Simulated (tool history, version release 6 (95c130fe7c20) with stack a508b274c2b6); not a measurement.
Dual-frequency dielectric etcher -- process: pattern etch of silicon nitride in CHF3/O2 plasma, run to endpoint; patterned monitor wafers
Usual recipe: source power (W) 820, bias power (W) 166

run	hour	source power (W)	bias power (W)	wafers since the last listed run	hours since the last wet clean	hours since the last source power generator calibration	hours since the last bias power generator calibration	hours since the last upper electrode change	incoming incoming film thickness, nm	endpoint time (s)
1	0	740	166	0	95.1	3541.8	3343.9	4857.4	62.4	40
2	22.8	740	166	203	117.9	3564.6	3366.7	4880.2	62.2	39.4
3	41.3	820	166	164	136.4	3583.1	3385.2	4898.7	61	36.9
4	75.9	820	166	308	171	3617.7	3419.8	4933.3	61.3	37.1
5	96.5	820	166	183	191.6	3638.3	3440.4	4953.9	61.6	37.1
6	121.8	820	166	225	216.9	3663.6	3465.7	4979.2	61.5	37.6
7	137.1	820	166	136	232.2	3678.9	3481	4994.5	61.5	37.7
# hour 168.4: upper electrode replaced
8	168.9	900	166	69	264	3710.7	3512.8	0.5	62.1	35.8
9	181.7	980	181	113	276.8	3723.5	3525.6	13.3	61.1	32.9
10	205.3	980	181	210	300.4	3747.1	3549.2	36.9	61.9	33.4
11	235.5	980	181	268	330.6	3777.3	3579.4	67.1	61.6	33
12	259.4	820	144	212	354.5	3801.2	3603.3	91	61.8	40.9
# hour 297.7: source power generator calibrated
# hour 305.5: wet clean of the chamber
13	306	820	144	309	0.5	8.3	3649.9	137.6	61.9	41.8
14	310.1	820	146	36	4.6	12.4	3654	141.7	62.7	43.1
15	323.7	820	166	121	18.2	26	3667.6	155.3	61.5	39.1
16	337.8	820	166	125	32.3	40.1	3681.7	169.4	61.8	39.4
17	381.8	820	166	391	76.3	84.1	3725.7	213.4	62.6	39.8
18	409.1	1000	196	243	103.6	111.4	3753	240.7	61.9	33.5
19	424	820	166	132	118.5	126.3	3767.9	255.6	61.9	39.9
20	447.4	710	194	208	141.9	149.7	3791.3	279	62.1	40.2
21	474.2	720	151	238	168.7	176.5	3818.1	305.8	62.3	45
22	507.6	1000	199	297	202.1	209.9	3851.5	339.2	61.6	32.9
# hour 533.6: bias power generator calibrated
# hour 558.4: wet clean of the chamber, repeated, since the last time left the tool worse
23	558.9	820	166	207	0.5	261.2	25.3	390.5	61.6	36.8
24	570.4	990	127	102	12	272.7	36.8	402	61.9	38.6
25	592	760	180	192	33.6	294.3	58.4	423.6	61.1	36.6
26	614.4	670	185	199	56	316.7	80.8	446	62.1	39.4
27	645.6	820	166	277	87.2	347.9	112	477.2	62.1	37.1
28	657.6	690	144	106	99.2	359.9	124	489.2	62.2	44.7
29	685.1	630	166	244	126.7	387.4	151.5	516.7	61.3	43.2
30	716.5	910	183	279	158.1	418.8	182.9	548.1	61.6	33.8
31	751.9	820	166	315	193.5	454.2	218.3	583.5	62.5	37.9
32	786.3	900	146	306	227.9	488.6	252.7	617.9	61.1	37.8
# hour 879.6: wet clean of the chamber
33	884.9	820	153	664	5.3	587.2	351.3	716.5	61.4	38.5
34	899.7	660	132	131	20.1	602	366.1	731.3	62	47.6
35	912.5	820	201	113	32.9	614.8	378.9	744.1	61.7	33.7

Forecast each of these 4 alternatives for the next run:
A	912.9	870	166	3	33.3	615.2	379.3	744.5	61.6	?
B	912.9	670	150	3	33.3	615.2	379.3	744.5	61.6	?
C	912.9	1020	166	3	33.3	615.2	379.3	744.5	61.6	?
D	912.9	700	189	3	33.3	615.2	379.3	744.5	61.6	?

run	endpoint time (s)
A	36.2
B	43.7
C	33.5
D	38
Stripped of hidden state, with their random variation kept, the same runs would have yielded:
run	endpoint time (s)
A	36
B	43.5
C	33.3
D	37.8

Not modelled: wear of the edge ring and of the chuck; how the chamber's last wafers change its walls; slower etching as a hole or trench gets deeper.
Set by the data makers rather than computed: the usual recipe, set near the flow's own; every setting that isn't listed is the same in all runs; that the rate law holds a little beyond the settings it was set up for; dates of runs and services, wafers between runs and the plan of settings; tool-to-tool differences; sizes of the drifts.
